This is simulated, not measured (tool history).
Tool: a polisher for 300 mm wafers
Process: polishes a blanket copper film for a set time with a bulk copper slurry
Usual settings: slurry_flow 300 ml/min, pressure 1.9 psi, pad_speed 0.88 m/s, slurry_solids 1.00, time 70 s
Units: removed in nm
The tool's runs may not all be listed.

| run | day | slurry_flow | pressure | pad_speed | slurry_solids | time | incoming thickness of the incoming film, nm | removed |
|---|---|---|---|---|---|---|---|---|
| 1 | 0.000 | 300 | 1.9 | 0.88 | 1.00 | 70 | 3479.1 | 420.8 |
|  | 0.112 | slurry blender recalibrated |
|  | 2.388 | slurry nozzle cleaned |
| 2 | 2.796 | 300 | 1.9 | 0.88 | 1.00 | 70 | 3416.1 | 422.1 |
|  | 4.258 | worn pad replaced by a new one |
| 3 | 5.079 | 300 | 1.9 | 0.88 | 1.00 | 70 | 3498.2 | 418.5 |
| 4 | 7.483 | 300 | 1.9 | 0.88 | 1.00 | 70 | 3512.4 | 420.1 |
| 5 | 10.446 | 300 | 1.9 | 0.88 | 1.00 | 70 | 3477.2 | 414.8 |
| 6 | 12.008 | 380 | 1.9 | 0.88 | 1.00 | 70 | 3477.4 | 421.1 |
| 7 | 14.600 | 300 | 1.9 | 0.88 | 1.00 | 70 | 3490.6 | 410.5 |
|  | 14.917 | head pressure recalibrated |
|  | 15.638 | slurry blender recalibrated |
| 8 | 15.967 | 300 | 1.9 | 0.88 | 1.00 | 70 | 3453.2 | 446.7 |
| 9 | 17.162 | 255 | 1.9 | 1.06 | 1.00 | 70 | 3444.3 | 535.0 |
| 10 | 18.262 | 300 | 1.9 | 0.88 | 1.00 | 70 | 3486.3 | 450.9 |
|  | 20.779 | worn pad replaced by a new one |
| 11 | 21.712 | 300 | 1.9 | 0.60 | 1.30 | 70 | 3483.9 | 327.5 |
| 12 | 22.779 | 300 | 2.6 | 0.88 | 1.00 | 59 | 3451.5 | 487.3 |
|  | 24.362 | slurry nozzle cleaned |
| 13 | 25.762 | 300 | 1.9 | 0.62 | 1.00 | 70 | 3501.2 | 313.0 |
| 14 | 27.712 | 235 | 2.2 | 0.72 | 1.00 | 77 | 3463.0 | 435.8 |
| 15 | 30.271 | 300 | 1.9 | 0.88 | 1.00 | 70 | 3493.7 | 439.1 |
| 16 | 31.746 | 260 | 2.3 | 0.88 | 0.75 | 70 | 3548.5 | 472.2 |
| 17 | 33.383 | 300 | 1.9 | 0.58 | 1.15 | 70 | 3433.0 | 297.5 |
|  | 34.583 | slurry blender recalibrated |
| 18 | 36.271 | 360 | 1.9 | 0.88 | 1.00 | 70 | 3491.4 | 436.4 |
| 19 | 37.704 | 300 | 1.9 | 0.88 | 1.00 | 70 | 3479.5 | 431.3 |
|  | 39.612 | worn pad replaced by a new one |
| 20 | 39.988 | 300 | 2.2 | 0.88 | 1.00 | 70 | 3489.6 | 482.5 |
| 21 | 41.542 | 300 | 1.9 | 0.62 | 1.00 | 62 | 3473.7 | 266.0 |
| 22 | 44.367 | 360 | 1.9 | 0.88 | 1.20 | 57 | 3443.2 | 368.8 |
| 23 | 47.042 | 300 | 1.9 | 0.88 | 1.00 | 70 | 3480.4 | 428.2 |
|  | 47.538 | slurry nozzle cleaned |
| 24 | 49.296 | 300 | 1.9 | 0.88 | 1.00 | 70 | 3471.2 | 423.5 |
| 25 | 51.529 | 300 | 2.3 | 0.96 | 1.30 | 85 | 3504.1 | 687.5 |
|  | 52.167 | slurry blender recalibrated |
| 26 | 52.617 | 300 | 2.6 | 0.88 | 0.80 | 70 | 3486.3 | 517.6 |
| 27 | 54.375 | 300 | 1.9 | 0.88 | 1.00 | 89 | 3533.8 | 534.8 |

The next listed run, before its measurement:
| 28 | 55.721 | 300 | 1.9 | 0.60 | 1.30 | 70 | 3414.5 | ? |

Run 28 gave removed 302.8 nm.
Without the tool's hidden state the same run would have given removed 326.6 nm.

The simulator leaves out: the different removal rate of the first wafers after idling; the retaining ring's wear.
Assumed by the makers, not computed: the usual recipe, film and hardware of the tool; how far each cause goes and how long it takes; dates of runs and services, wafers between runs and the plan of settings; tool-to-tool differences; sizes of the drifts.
